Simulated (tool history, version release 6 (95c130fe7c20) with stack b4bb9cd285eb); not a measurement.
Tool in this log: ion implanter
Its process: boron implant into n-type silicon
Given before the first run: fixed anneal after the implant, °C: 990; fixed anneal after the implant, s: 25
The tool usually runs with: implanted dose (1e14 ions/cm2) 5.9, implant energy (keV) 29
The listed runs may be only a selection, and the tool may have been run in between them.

run   hour  implanted dose (1e14 ions/cm2)  implant energy (keV)  read-back reference wafer on the same gauge, sheet resistance  sheet resistance of the implanted and annealed layer (ohm/square)
  1      0                             5.9                    29                                                         184.04                                                             165.64
  2   15.2                             5.9                    29                                                         183.99                                                             166.07
  3   43.6                             5.9                    29                                                         183.99                                                             165.93
  4   74.9                             5.9                    29                                                          183.9                                                             165.79
  5   99.8                             5.9                    29                                                         184.11                                                             166.51
  6  134.2                             5.9                    29                                                         184.06                                                             166.11
  7  151.6                             5.9                    29                                                            184                                                              166.9
  8  173.5                            5.39                    29                                                         183.97                                                              179.5
     199.5  -- Faraday cup replaced and dose calibrated
  9  208.5                            5.32                    22                                                         183.99                                                              183.1
 10  243.6                            5.32                    22                                                         184.01                                                             183.87
 11  293.6                             5.9                    29                                                         183.97                                                             164.86
 12  321.7                             5.9                    29                                                         184.01                                                             164.68
 13  335.5                             5.9                    29                                                         184.03                                                             165.16
 14  368.4                            6.51                  23.5                                                         183.97                                                             154.94
     393.3  -- gauge calibrated
 15  401.2                            6.43                  32.5                                                         183.99                                                             152.76
 16    441                            5.32                    22                                                         184.04                                                             184.39
 17  456.5                            6.67                  23.5                                                         184.05                                                             151.78
     492.5  -- extraction supply calibrated
 18    493                            7.27                    29                                                         184.02                                                             138.82
 19  502.7                            7.12                  20.5                                                         183.92                                                             145.61
 20  515.3                            5.44                    32                                                         183.95                                                             175.44
 21  528.5                            7.15                    38                                                         184.03                                                             138.41
 22  563.3                             5.9                    29                                                         184.01                                                             165.92
 23  590.9                            4.52                  25.5                                                            184                                                             207.88
 24  611.7                            7.04                    29                                                         184.02                                                             143.09
 25  646.9                            4.89                    21                                                         183.96                                                             198.92

Consider 3 possible next runs. They are alternatives, not a sequence: every one starts from the tool as it was left by run 25. What does each give?
  A  647.3                             5.9                    29                                                              ?                                                                  ?
  B  647.3                             5.9                  19.5                                                              ?                                                                  ?
  C  647.3                            7.67                    32                                                              ?                                                                  ?

run  read-back reference wafer on the same gauge, sheet resistance  sheet resistance of the implanted and annealed layer (ohm/square)
  A                                                         183.99                                                             165.85
  B                                                         183.99                                                             171.19
  C                                                         183.99                                                             132.55
Stripped of hidden state, with their random variation kept, the same runs would have yielded:
run  sheet resistance of the implanted and annealed layer (ohm/square)
  A                                                             164.53
  B                                                             169.82
  C                                                             131.49
